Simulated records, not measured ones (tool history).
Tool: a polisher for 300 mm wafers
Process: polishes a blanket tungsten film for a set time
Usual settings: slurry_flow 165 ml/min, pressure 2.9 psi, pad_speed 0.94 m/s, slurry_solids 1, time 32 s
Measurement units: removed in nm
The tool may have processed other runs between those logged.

run	hour	slurry_flow	pressure	pad_speed	slurry_solids	time	incoming thickness of the incoming film, nm	removed
1	0	165	2.9	0.94	1	32	1205.1	103.6
2	14.8	165	2.9	0.94	1	32	1237	91.3
3	37.6	165	2.9	0.94	1	32	1203.8	91.3
4	69.5	120	2.9	1.12	0.8	32	1216.3	95.9
5	101.8	165	2.9	0.94	1	32	1232.4	94.4
6	134.9	115	2.4	1.16	1	32	1197.7	92.6
7	166.4	180	2.9	0.74	0.85	39	1235.4	102.9
8	198.3	165	2.9	0.94	1	32	1232.4	97.5
9	228.3	165	2.9	0.94	1	32	1212.6	97.6
10	245.6	210	2.9	0.94	0.7	27	1207.6	80.5
11	267.2	165	2.9	0.94	1	32	1203.8	97.2
12	281.2	165	2.9	0.94	1	32	1212.2	97.2
13	299.9	165	2.9	0.94	1	32	1203.1	98.3
14	326.9	210	3.6	1.2	1.1	32	1215.2	136
15	352.8	165	2.6	0.94	1.2	32	1237.7	88.7
16	385.8	215	2.9	0.94	1	32	1233.4	98.2
17	421.6	165	2.9	0.94	1	32	1219.6	101.2
18	515.9	165	2.9	0.94	1	32	1233.6	101
19	530	165	2.9	1	1	32	1241.1	104.3
20	563.4	165	1.9	1.24	1	35	1208.1	93.7
21	598.1	165	3.9	0.94	1.25	40	1218.9	170.1
22	625.9	165	2.9	0.94	1	32	1214.5	101.1
23	641.4	165	2.9	0.94	1	40	1232.7	129.5
24	660.4	165	2.9	0.94	0.9	28	1242.8	78
25	679.9	225	3.3	1.14	1	25	1199.7	99.1
26	695.6	165	2.9	1.2	1	32	1196	114.5
27	713	135	2.4	0.94	1.25	32	1200.9	83.4

Missing from the log above: 13 entries noted between runs. For each, name the pair of listed runs it sits between and say how the tool's hidden condition differs from the listed run just before to the listed run just after:
After run 1, before run 2: head pressure recalibrated (hour 10)
  deviation of the head's pressure from its setpoint, %: 12.9 -> -1.06; abrasive missing from the slurry, %: 30.7 -> 31.7
  measured less the result without the state, removed: +4.7 -> -6.7 nm
After run 4, before run 5: worn pad replaced by a new one (hour 94.1); slurry tank refilled with fresh slurry and peroxide (hour 99.4)
  deviation of the head's pressure from its setpoint, %: 0.866 -> 2; abrasive missing from the slurry, %: 34.3 -> 35.1
  measured less the result without the state, removed: -5.9 -> -5.1 nm
After run 5, before run 6: slurry blender recalibrated (hour 104.6)
  deviation of the head's pressure from its setpoint, %: 2 -> 3.16; abrasive missing from the slurry, %: 35.1 -> 13.9
  measured less the result without the state, removed: -5.1 -> +0.1 nm
After run 13, before run 14: worn pad replaced by a new one (hour 318.5); head pressure recalibrated (hour 326)
  deviation of the head's pressure from its setpoint, %: 8.96 -> 2.72; abrasive missing from the slurry, %: 36 -> 37
  measured less the result without the state, removed: +0.2 -> -7.2 nm
After run 14, before run 15: slurry tank refilled with fresh slurry and peroxide (hour 335); slurry nozzle cleaned (hour 347.9)
  deviation of the head's pressure from its setpoint, %: 2.72 -> 3.63; abrasive missing from the slurry, %: 37 -> 37.7
  measured less the result without the state, removed: -7.2 -> -4.2 nm
After run 16, before run 17: slurry blender recalibrated (hour 388.2)
  deviation of the head's pressure from its setpoint, %: 4.79 -> 6.05; abrasive missing from the slurry, %: 38.3 -> 15
  measured less the result without the state, removed: -3.7 -> +2.3 nm
After run 20, before run 21: slurry tank refilled with fresh slurry and peroxide (hour 593.5)
  deviation of the head's pressure from its setpoint, %: 11 -> 12.2; abrasive missing from the slurry, %: 35.1 -> 36.7
  measured less the result without the state, removed: +1.9 -> +4.3 nm
After run 21, before run 22: worn pad replaced by a new one (hour 605)
  deviation of the head's pressure from its setpoint, %: 12.2 -> 13.2; abrasive missing from the slurry, %: 36.7 -> 37.6
  measured less the result without the state, removed: +4.3 -> +3.2 nm
After run 23, before run 24: head pressure recalibrated (hour 649.1)
  deviation of the head's pressure from its setpoint, %: 13.8 -> -0.395; abrasive missing from the slurry, %: 38 -> 38.3
  measured less the result without the state, removed: +4.5 -> -6.6 nm
After run 24, before run 25: slurry blender recalibrated (hour 668.7)
  deviation of the head's pressure from its setpoint, %: -0.395 -> 0.29; abrasive missing from the slurry, %: 38.3 -> 6.14
  measured less the result without the state, removed: -6.6 -> -0.9 nm
